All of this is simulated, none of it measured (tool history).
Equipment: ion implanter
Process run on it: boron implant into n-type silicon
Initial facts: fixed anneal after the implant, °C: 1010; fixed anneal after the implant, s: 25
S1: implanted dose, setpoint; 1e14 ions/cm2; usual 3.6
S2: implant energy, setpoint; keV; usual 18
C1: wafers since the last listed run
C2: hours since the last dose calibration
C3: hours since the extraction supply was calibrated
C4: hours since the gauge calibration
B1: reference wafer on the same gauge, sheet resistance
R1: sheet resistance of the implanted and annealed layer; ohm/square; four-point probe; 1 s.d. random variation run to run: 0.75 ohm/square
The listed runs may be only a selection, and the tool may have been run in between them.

run     day    S1    S2    C1      C2      C3     C4      B1      R1
  1       0   3.6    18     0  1527.3  6945.2   79.6  298.93  278.19
  2   1.396   3.6    18   640  1560.8  6978.7  113.1  298.79  276.76
  3   2.533  4.02    18   522  1588.1    7006  140.4  298.95  253.67
  4   5.308  4.02    18  1273  1654.7  7072.6    207   299.2  256.83
  5   7.142  4.02    18   841  1698.7  7116.6    251   298.9  254.37
  6   8.412   3.6    18   583  1729.2  7147.1  281.5  299.06   278.8
       9.45  -- Faraday cup replaced and dose calibrated
  7    9.65   3.6    18   415     4.8  7176.8  311.2  299.13  274.75
  8  11.996   3.6    22  1076    61.1  7233.1  367.5   298.9  269.94
     12.792  -- gauge calibrated
  9  13.692   3.6    18   778   101.8  7273.8   21.6   298.9  276.97
     15.204  -- extraction supply calibrated
 10  15.225  2.82    22   550   138.6     0.5   58.4  299.09  326.97
 11  17.146  2.73  23.5   881   184.7    46.6  104.5  298.81  334.91
 12  18.267  3.19    15   514   211.6    73.5  131.4  298.94  310.23
 13  19.708   3.6    18   661   246.2   108.1    166  299.16  274.44
 14  21.388   3.2    23   770   286.5   148.4  206.3  298.99  294.95
 15  22.592   3.6    15   552   315.4   177.3  235.2  298.78  280.78
 16  23.629  3.12    20   476   340.3   202.2  260.1  298.81  306.83
 17  24.654   3.6    16   470   364.9   226.8  284.7  298.93  279.18
 18  27.042   3.6  20.5  1095   422.2   284.1    342  298.93  272.96
 19  28.325   3.6    18   589     453   314.9  372.8  298.93  277.02

Hidden state, per run?
deviation of the true energy from its setpoint, %: 0, the same for each run
gauge reads high (%): 0, the same for each run
H1: deviation of the true dose from the Faraday cup's reading, %
run     H1
  1  -2.36
  2  -2.49
  3  -2.59
  4  -2.86
  5  -3.04
  6  -3.16
  7  -1.11
  8  -1.12
  9  -1.13
 10  -1.14
 11  -1.16
 12  -1.17
 13  -1.19
 14  -1.21
 15  -1.23
 16  -1.25
 17  -1.28
 18  -1.33
 19  -1.36

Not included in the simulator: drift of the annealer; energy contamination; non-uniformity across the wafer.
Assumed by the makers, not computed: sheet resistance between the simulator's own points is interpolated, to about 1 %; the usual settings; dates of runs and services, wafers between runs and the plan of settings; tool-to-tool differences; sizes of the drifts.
